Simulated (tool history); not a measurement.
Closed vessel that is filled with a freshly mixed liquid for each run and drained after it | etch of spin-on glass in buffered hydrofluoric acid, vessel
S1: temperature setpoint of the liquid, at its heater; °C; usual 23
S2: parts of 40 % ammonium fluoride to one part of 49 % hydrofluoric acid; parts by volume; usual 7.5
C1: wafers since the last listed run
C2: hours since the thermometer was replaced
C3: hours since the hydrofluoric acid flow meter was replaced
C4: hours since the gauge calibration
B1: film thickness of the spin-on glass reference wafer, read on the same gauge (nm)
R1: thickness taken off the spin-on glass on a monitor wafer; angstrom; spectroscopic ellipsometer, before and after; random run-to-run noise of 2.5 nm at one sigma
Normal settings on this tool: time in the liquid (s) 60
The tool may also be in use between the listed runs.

{"run": 1, "day": 0.0, "S1": 20, "S2": 7.5, "time in the liquid (s)": 60, "C1": 0, "C2": 1018, "C3": 1188.6, "C4": 497.5, "B1": 30, "R1": 3433.5}
{"run": 2, "day": 4.188, "S1": 20, "S2": 7.5, "time in the liquid (s)": 60, "C1": 11194, "C2": 1118.5, "C3": 1289.1, "C4": 598, "B1": 30.01, "R1": 3431.2}
{"run": 3, "day": 5.9, "S1": 20, "S2": 7.5, "time in the liquid (s)": 60, "C1": 4577, "C2": 1159.6, "C3": 1330.2, "C4": 639.1, "B1": 29.98, "R1": 3436.2}
{"run": 4, "day": 7.654, "S1": 23, "S2": 7.5, "time in the liquid (s)": 60, "C1": 4689, "C2": 1201.7, "C3": 1372.3, "C4": 681.2, "B1": 30.02, "R1": 4022.4}
{"run": 5, "day": 12.1, "S1": 23, "S2": 7.5, "time in the liquid (s)": 60, "C1": 11884, "C2": 1308.4, "C3": 1479, "C4": 787.9, "B1": 29.99, "R1": 4040.4}
{"run": 6, "day": 14.262, "S1": 23, "S2": 7.5, "time in the liquid (s)": 60, "C1": 5780, "C2": 1360.3, "C3": 1530.9, "C4": 839.8, "B1": 30.02, "R1": 4011.6}
{"run": 7, "day": 16.825, "S1": 26, "S2": 7.5, "time in the liquid (s)": 60, "C1": 6850, "C2": 1421.8, "C3": 1592.4, "C4": 901.3, "B1": 30.03, "R1": 4684.3}
{"run": 8, "day": 18.412, "S1": 26, "S2": 7.5, "time in the liquid (s)": 60, "C1": 4243, "C2": 1459.9, "C3": 1630.5, "C4": 939.4, "B1": 30.03, "R1": 4664.8}
{"run": 9, "day": 21.338, "S1": 23, "S2": 7.5, "time in the liquid (s)": 60, "C1": 7819, "C2": 1530.1, "C3": 1700.7, "C4": 1009.6, "B1": 29.99, "R1": 4011.1}
{"run": 10, "day": 24.183, "S1": 23, "S2": 7.5, "time in the liquid (s)": 60, "C1": 7607, "C2": 1598.4, "C3": 1769, "C4": 1077.9, "B1": 29.99, "R1": 3952}
{"run": 11, "day": 28.133, "S1": 23, "S2": 7.5, "time in the liquid (s)": 60, "C1": 10559, "C2": 1693.2, "C3": 1863.8, "C4": 1172.7, "B1": 29.99, "R1": 3979.7}
{"run": 12, "day": 30.575, "S1": 23, "S2": 7.5, "time in the liquid (s)": 60, "C1": 6527, "C2": 1751.8, "C3": 1922.4, "C4": 1231.3, "B1": 29.98, "R1": 3962.2}
{"run": 13, "day": 32.342, "S1": 23, "S2": 5, "time in the liquid (s)": 60, "C1": 4722, "C2": 1794.2, "C3": 1964.8, "C4": 1273.7, "B1": 29.97, "R1": 5749.3}
{"run": 14, "day": 34.538, "S1": 20, "S2": 7.5, "time in the liquid (s)": 60, "C1": 5870, "C2": 1846.9, "C3": 2017.5, "C4": 1326.4, "B1": 29.99, "R1": 3307.8}
{"day": 37.383, "done": "hydrofluoric acid flow meter replaced"}
{"run": 15, "day": 38.562, "S1": 23, "S2": 7.5, "time in the liquid (s)": 60, "C1": 10648, "C2": 1943.5, "C3": 28.3, "C4": 1423, "B1": 30.02, "R1": 4270.4}
{"run": 16, "day": 42.558, "S1": 23, "S2": 7.5, "time in the liquid (s)": 60, "C1": 10681, "C2": 2039.4, "C3": 124.2, "C4": 1518.9, "B1": 29.99, "R1": 4287.3}
{"run": 17, "day": 45.021, "S1": 25, "S2": 6, "time in the liquid (s)": 60, "C1": 6582, "C2": 2098.5, "C3": 183.3, "C4": 1578, "B1": 30, "R1": 5874.9}
{"day": 47.546, "done": "thermometer replaced"}
{"run": 18, "day": 47.912, "S1": 21, "S2": 7.5, "time in the liquid (s)": 60, "C1": 7618, "C2": 8.8, "C3": 252.7, "C4": 1647.4, "B1": 30, "R1": 3794.9}
{"day": 49.55, "done": "gauge calibrated"}
{"run": 19, "day": 50.012, "S1": 18.5, "S2": 7.5, "time in the liquid (s)": 60, "C1": 5613, "C2": 59.2, "C3": 303.1, "C4": 11.1, "B1": 29.99, "R1": 3299.9}
{"run": 20, "day": 53.233, "S1": 23, "S2": 9, "time in the liquid (s)": 50, "C1": 8610, "C2": 136.5, "C3": 380.4, "C4": 88.4, "B1": 30.01, "R1": 2906.6}
{"run": 21, "day": 56.483, "S1": 27, "S2": 6.5, "time in the liquid (s)": 35, "C1": 8688, "C2": 214.5, "C3": 458.4, "C4": 166.4, "B1": 30, "R1": 3527.6}
{"run": 22, "day": 58.992, "S1": 26, "S2": 9.5, "time in the liquid (s)": 95, "C1": 6705, "C2": 274.7, "C3": 518.6, "C4": 226.6, "B1": 30.01, "R1": 6228.6}
{"run": 23, "day": 61.621, "S1": 26, "S2": 8.5, "time in the liquid (s)": 60, "C1": 7028, "C2": 337.8, "C3": 581.7, "C4": 289.7, "B1": 30, "R1": 4292.8}
{"run": 24, "day": 63.221, "S1": 20, "S2": 7.5, "time in the liquid (s)": 90, "C1": 4277, "C2": 376.2, "C3": 620.1, "C4": 328.1, "B1": 30.01, "R1": 5271.9}

Here are 4 independent what-if runs from the current tool condition. What would each one return?
{"run": "A", "day": 63.25, "S1": 23, "S2": 6.5, "time in the liquid (s)": 60, "C1": 77, "C2": 376.9, "C3": 620.8, "C4": 328.8, "B1": "?", "R1": "?"}
{"run": "B", "day": 63.25, "S1": 21.5, "S2": 10, "time in the liquid (s)": 35, "C1": 77, "C2": 376.9, "C3": 620.8, "C4": 328.8, "B1": "?", "R1": "?"}
{"run": "C", "day": 63.25, "S1": 27.5, "S2": 10, "time in the liquid (s)": 30, "C1": 77, "C2": 376.9, "C3": 620.8, "C4": 328.8, "B1": "?", "R1": "?"}
{"run": "D", "day": 63.25, "S1": 23, "S2": 7.5, "time in the liquid (s)": 40, "C1": 77, "C2": 376.9, "C3": 620.8, "C4": 328.8, "B1": "?", "R1": "?"}

run=A B1=30 R1=4839.4
run=B B1=30 R1=1730.9
run=C B1=30 R1=2055.8
run=D B1=30 R1=2787.2
Take away the tool's hidden state, keep each run's random variation, and the runs would have read:
run=A R1=4986.9
run=B R1=1790.4
run=C R1=2126.2
run=D R1=2893.8
